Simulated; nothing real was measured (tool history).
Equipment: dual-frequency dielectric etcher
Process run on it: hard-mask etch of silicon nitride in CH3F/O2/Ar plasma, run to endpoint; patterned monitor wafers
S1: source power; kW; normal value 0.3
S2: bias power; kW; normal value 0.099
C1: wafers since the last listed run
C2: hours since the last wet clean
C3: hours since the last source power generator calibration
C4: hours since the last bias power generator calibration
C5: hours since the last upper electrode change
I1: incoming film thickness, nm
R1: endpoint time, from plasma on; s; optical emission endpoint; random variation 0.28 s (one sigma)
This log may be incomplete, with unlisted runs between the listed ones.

| run | hour | S1 | S2 | C1 | C2 | C3 | C4 | C5 | I1 | R1 |
|---|---|---|---|---|---|---|---|---|---|---|
| 1 | 0 | 0.3 | 0.099 | 0 | 59 | 3361.6 | 2676.3 | 2360.2 | 50.9 | 76.4 |
| 2 | 38.4 | 0.3 | 0.116 | 511 | 97.4 | 3400 | 2714.7 | 2398.6 | 51 | 72.8 |
| 3 | 108.7 | 0.3 | 0.099 | 936 | 167.7 | 3470.3 | 2785 | 2468.9 | 51.4 | 76.6 |
| 4 | 172 | 0.3 | 0.099 | 843 | 231 | 3533.6 | 2848.3 | 2532.2 | 51.6 | 77.3 |
|  | 309.8 | wet clean of the chamber |
| 5 | 319.5 | 0.3 | 0.111 | 1645 | 9.7 | 3681.1 | 2995.8 | 2679.7 | 51.6 | 74.7 |
|  | 334.8 | bias power generator calibrated |
| 6 | 368.8 | 0.3 | 0.111 | 603 | 59 | 3730.4 | 34 | 2729 | 51.6 | 74.5 |
| 7 | 396.9 | 0.3 | 0.099 | 374 | 87.1 | 3758.5 | 62.1 | 2757.1 | 52 | 77.9 |
| 8 | 454.2 | 0.3 | 0.099 | 763 | 144.4 | 3815.8 | 119.4 | 2814.4 | 51.6 | 77.2 |
| 9 | 553.1 | 0.3 | 0.099 | 1317 | 243.3 | 3914.7 | 218.3 | 2913.3 | 51.3 | 76.6 |
| 10 | 615.6 | 0.34 | 0.109 | 832 | 305.8 | 3977.2 | 280.8 | 2975.8 | 51.4 | 68.5 |
| 11 | 649 | 0.34 | 0.109 | 444 | 339.2 | 4010.6 | 314.2 | 3009.2 | 51.8 | 68.6 |
| 12 | 691.4 | 0.3 | 0.09 | 564 | 381.6 | 4053 | 356.6 | 3051.6 | 52 | 78.6 |
| 13 | 737.1 | 0.3 | 0.09 | 608 | 427.3 | 4098.7 | 402.3 | 3097.3 | 50.9 | 76.9 |
|  | 782.5 | wet clean of the chamber |
|  | 795 | upper electrode replaced |
| 14 | 795.5 | 0.3 | 0.09 | 291 | 13 | 4157.1 | 460.7 | 0.5 | 51.9 | 80.2 |
| 15 | 809.9 | 0.28 | 0.076 | 191 | 27.4 | 4171.5 | 475.1 | 14.9 | 52 | 88.9 |
| 16 | 842.2 | 0.3 | 0.12 | 430 | 59.7 | 4203.8 | 507.4 | 47.2 | 51.1 | 71.7 |
| 17 | 878.9 | 0.35 | 0.099 | 488 | 96.4 | 4240.5 | 544.1 | 83.9 | 51.7 | 71.2 |
| 18 | 908.5 | 0.3 | 0.099 | 394 | 126 | 4270.1 | 573.7 | 113.5 | 51.7 | 77.2 |
| 19 | 961.6 | 0.3 | 0.082 | 707 | 179.1 | 4323.2 | 626.8 | 166.6 | 51.4 | 81.8 |
| 20 | 988.3 | 0.26 | 0.081 | 355 | 205.8 | 4349.9 | 653.5 | 193.3 | 52 | 89.6 |
| 21 | 1014.3 | 0.26 | 0.099 | 346 | 231.8 | 4375.9 | 679.5 | 219.3 | 51.7 | 83.6 |
|  | 1028.4 | source power generator calibrated |
| 22 | 1082.9 | 0.3 | 0.099 | 860 | 300.4 | 54.5 | 748.1 | 287.9 | 51.2 | 75.7 |
| 23 | 1107.4 | 0.3 | 0.12 | 326 | 324.9 | 79 | 772.6 | 312.4 | 51.6 | 71.1 |
| 24 | 1138.2 | 0.3 | 0.099 | 410 | 355.7 | 109.8 | 803.4 | 343.2 | 51.4 | 75.5 |
|  | 1197 | wet clean of the chamber |
| 25 | 1197.5 | 0.23 | 0.088 | 470 | 0.5 | 169.1 | 862.7 | 402.5 | 51.5 | 96.4 |
| 26 | 1220.5 | 0.3 | 0.099 | 306 | 23.5 | 192.1 | 885.7 | 425.5 | 51.6 | 78.3 |
| 27 | 1249.5 | 0.3 | 0.099 | 386 | 52.5 | 221.1 | 914.7 | 454.5 | 51.9 | 78 |
| 28 | 1318.7 | 0.28 | 0.099 | 921 | 121.7 | 290.3 | 983.9 | 523.7 | 51.1 | 79.9 |
| 29 | 1358.5 | 0.3 | 0.09 | 530 | 161.5 | 330.1 | 1023.7 | 563.5 | 51.4 | 79.8 |
| 30 | 1403.1 | 0.3 | 0.117 | 594 | 206.1 | 374.7 | 1068.3 | 608.1 | 51.4 | 72.5 |
| 31 | 1435.7 | 0.37 | 0.109 | 434 | 238.7 | 407.3 | 1100.9 | 640.7 | 51.5 | 66.3 |
| 32 | 1502.6 | 0.38 | 0.088 | 891 | 305.6 | 474.2 | 1167.8 | 707.6 | 50.9 | 68.7 |
| 33 | 1534 | 0.36 | 0.099 | 418 | 337 | 505.6 | 1199.2 | 739 | 51.8 | 69.3 |
| 34 | 1574.1 | 0.32 | 0.118 | 534 | 377.1 | 545.7 | 1239.3 | 779.1 | 51.1 | 69 |

Selected run-to-run steps in R1, each split into two signed amounts: the part the tool would show with no hidden state at all (from settings, incoming material and random variation), and the remainder, which goes to the hidden state together with any gauge scatter not common to the measured and the hidden-state-free results:
Hidden conditions of the tool in this case: etch rate over this chamber's usual, %; source power that arrives over what is set, %; bias power that arrives over what is set, %.
Run 4 -> 5: S2 0.099 -> 0.111, wet clean of the chamber. R1 -2.6 s: hidden state +0.7, all else -3.3.
Run 13 -> 14: wet clean of the chamber, upper electrode replaced. R1 +3.3 s: hidden state +2, all else +1.3.
Run 15 -> 16: S1 0.28 -> 0.3, S2 0.076 -> 0.12. R1 -17.2 s: hidden state -0.1, all else -17.1.
Run 24 -> 25: S1 0.3 -> 0.23, S2 0.099 -> 0.088, wet clean of the chamber. R1 +20.9 s: hidden state +1.9, all else +19.
Run 25 -> 26: S1 0.23 -> 0.3, S2 0.088 -> 0.099. R1 -18.1 s: hidden state -0.1, all else -18.

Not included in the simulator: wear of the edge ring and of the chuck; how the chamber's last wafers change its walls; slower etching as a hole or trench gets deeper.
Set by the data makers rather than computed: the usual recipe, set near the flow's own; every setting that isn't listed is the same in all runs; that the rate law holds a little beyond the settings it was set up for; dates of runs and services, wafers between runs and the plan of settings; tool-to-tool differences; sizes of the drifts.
